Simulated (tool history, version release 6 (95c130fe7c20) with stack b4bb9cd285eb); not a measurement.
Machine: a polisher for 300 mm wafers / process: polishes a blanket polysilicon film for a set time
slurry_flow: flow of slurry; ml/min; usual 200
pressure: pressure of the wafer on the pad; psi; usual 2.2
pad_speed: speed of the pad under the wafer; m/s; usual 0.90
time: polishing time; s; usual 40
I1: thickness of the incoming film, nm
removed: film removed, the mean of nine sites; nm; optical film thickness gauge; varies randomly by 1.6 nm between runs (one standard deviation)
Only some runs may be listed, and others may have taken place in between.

{"run": 1, "hour": 0.0, "slurry_flow": 200, "pressure": 2.2, "pad_speed": 0.9, "time": 40, "I1": 958.1, "removed": 187.3}
{"run": 2, "hour": 27.8, "slurry_flow": 200, "pressure": 2.2, "pad_speed": 0.9, "time": 40, "I1": 943.6, "removed": 190.1}
{"hour": 39.4, "done": "worn pad replaced by a new one"}
{"run": 3, "hour": 55.9, "slurry_flow": 200, "pressure": 2.2, "pad_speed": 0.9, "time": 40, "I1": 954.2, "removed": 189.9}
{"run": 4, "hour": 82.0, "slurry_flow": 200, "pressure": 2.2, "pad_speed": 0.9, "time": 40, "I1": 929.9, "removed": 187.4}
{"run": 5, "hour": 107.3, "slurry_flow": 200, "pressure": 2.2, "pad_speed": 0.9, "time": 40, "I1": 944.2, "removed": 187.8}
{"run": 6, "hour": 140.7, "slurry_flow": 200, "pressure": 2.2, "pad_speed": 0.9, "time": 40, "I1": 953.5, "removed": 191.1}
{"hour": 205.6, "done": "worn pad replaced by a new one"}
{"run": 7, "hour": 235.1, "slurry_flow": 200, "pressure": 2.2, "pad_speed": 0.9, "time": 40, "I1": 943.9, "removed": 191.8}
{"run": 8, "hour": 253.3, "slurry_flow": 200, "pressure": 2.2, "pad_speed": 0.9, "time": 40, "I1": 960.0, "removed": 190.4}
{"run": 9, "hour": 281.1, "slurry_flow": 200, "pressure": 2.2, "pad_speed": 1.0, "time": 40, "I1": 960.8, "removed": 204.3}
{"hour": 292.2, "done": "head pressure recalibrated"}
{"run": 10, "hour": 296.8, "slurry_flow": 200, "pressure": 2.2, "pad_speed": 1.0, "time": 40, "I1": 953.5, "removed": 202.3}
{"run": 11, "hour": 330.7, "slurry_flow": 200, "pressure": 2.2, "pad_speed": 1.0, "time": 40, "I1": 949.3, "removed": 205.0}
{"run": 12, "hour": 351.1, "slurry_flow": 250, "pressure": 2.2, "pad_speed": 0.9, "time": 40, "I1": 936.2, "removed": 195.4}
{"hour": 369.8, "done": "worn pad replaced by a new one"}
{"hour": 447.1, "done": "slurry nozzle cleaned"}
{"run": 13, "hour": 451.9, "slurry_flow": 250, "pressure": 2.2, "pad_speed": 0.9, "time": 40, "I1": 930.6, "removed": 195.0}
{"run": 14, "hour": 481.2, "slurry_flow": 200, "pressure": 1.5, "pad_speed": 0.9, "time": 40, "I1": 944.3, "removed": 135.7}
{"run": 15, "hour": 510.7, "slurry_flow": 200, "pressure": 2.5, "pad_speed": 0.76, "time": 40, "I1": 942.8, "removed": 187.8}
{"run": 16, "hour": 526.2, "slurry_flow": 200, "pressure": 2.8, "pad_speed": 0.9, "time": 40, "I1": 934.4, "removed": 238.2}
{"hour": 550.9, "done": "worn pad replaced by a new one"}
{"run": 17, "hour": 557.3, "slurry_flow": 240, "pressure": 2.2, "pad_speed": 0.9, "time": 40, "I1": 943.4, "removed": 194.7}
{"run": 18, "hour": 583.5, "slurry_flow": 200, "pressure": 2.5, "pad_speed": 0.76, "time": 40, "I1": 933.8, "removed": 187.6}
{"run": 19, "hour": 612.5, "slurry_flow": 165, "pressure": 1.6, "pad_speed": 0.6, "time": 40, "I1": 958.4, "removed": 102.8}
{"run": 20, "hour": 633.4, "slurry_flow": 200, "pressure": 2.9, "pad_speed": 0.76, "time": 44, "I1": 946.2, "removed": 239.0}
{"run": 21, "hour": 657.0, "slurry_flow": 200, "pressure": 2.2, "pad_speed": 1.14, "time": 40, "I1": 950.5, "removed": 224.8}
{"run": 22, "hour": 683.3, "slurry_flow": 200, "pressure": 2.2, "pad_speed": 0.9, "time": 40, "I1": 956.9, "removed": 190.3}
{"hour": 702.6, "done": "worn pad replaced by a new one"}
{"run": 23, "hour": 768.0, "slurry_flow": 200, "pressure": 2.2, "pad_speed": 0.9, "time": 40, "I1": 958.9, "removed": 187.3}
{"run": 24, "hour": 789.3, "slurry_flow": 200, "pressure": 2.2, "pad_speed": 0.9, "time": 31, "I1": 952.9, "removed": 145.8}
{"run": 25, "hour": 813.9, "slurry_flow": 160, "pressure": 2.2, "pad_speed": 0.9, "time": 40, "I1": 949.9, "removed": 183.3}
{"run": 26, "hour": 827.0, "slurry_flow": 135, "pressure": 2.7, "pad_speed": 0.9, "time": 40, "I1": 963.4, "removed": 214.4}
{"run": 27, "hour": 860.0, "slurry_flow": 200, "pressure": 2.9, "pad_speed": 0.9, "time": 27, "I1": 934.3, "removed": 165.1}

Here are 4 independent what-if runs from the current tool condition. What would each one return?
{"run": "A", "hour": 860.4, "slurry_flow": 200, "pressure": 2.2, "pad_speed": 0.78, "time": 40, "I1": 930.0, "removed": "?"}
{"run": "B", "hour": 860.4, "slurry_flow": 235, "pressure": 2.2, "pad_speed": 0.9, "time": 50, "I1": 930.0, "removed": "?"}
{"run": "C", "hour": 860.4, "slurry_flow": 160, "pressure": 2.7, "pad_speed": 0.9, "time": 40, "I1": 930.0, "removed": "?"}
{"run": "D", "hour": 860.4, "slurry_flow": 200, "pressure": 3.0, "pad_speed": 0.9, "time": 32, "I1": 930.0, "removed": "?"}

run=A removed=169.8
run=B removed=240.4
run=C removed=222.7
run=D removed=202.6
With no hidden state in the tool, these same runs would have given:
run=A removed=169.8
run=B removed=240.4
run=C removed=222.7
run=D removed=202.6

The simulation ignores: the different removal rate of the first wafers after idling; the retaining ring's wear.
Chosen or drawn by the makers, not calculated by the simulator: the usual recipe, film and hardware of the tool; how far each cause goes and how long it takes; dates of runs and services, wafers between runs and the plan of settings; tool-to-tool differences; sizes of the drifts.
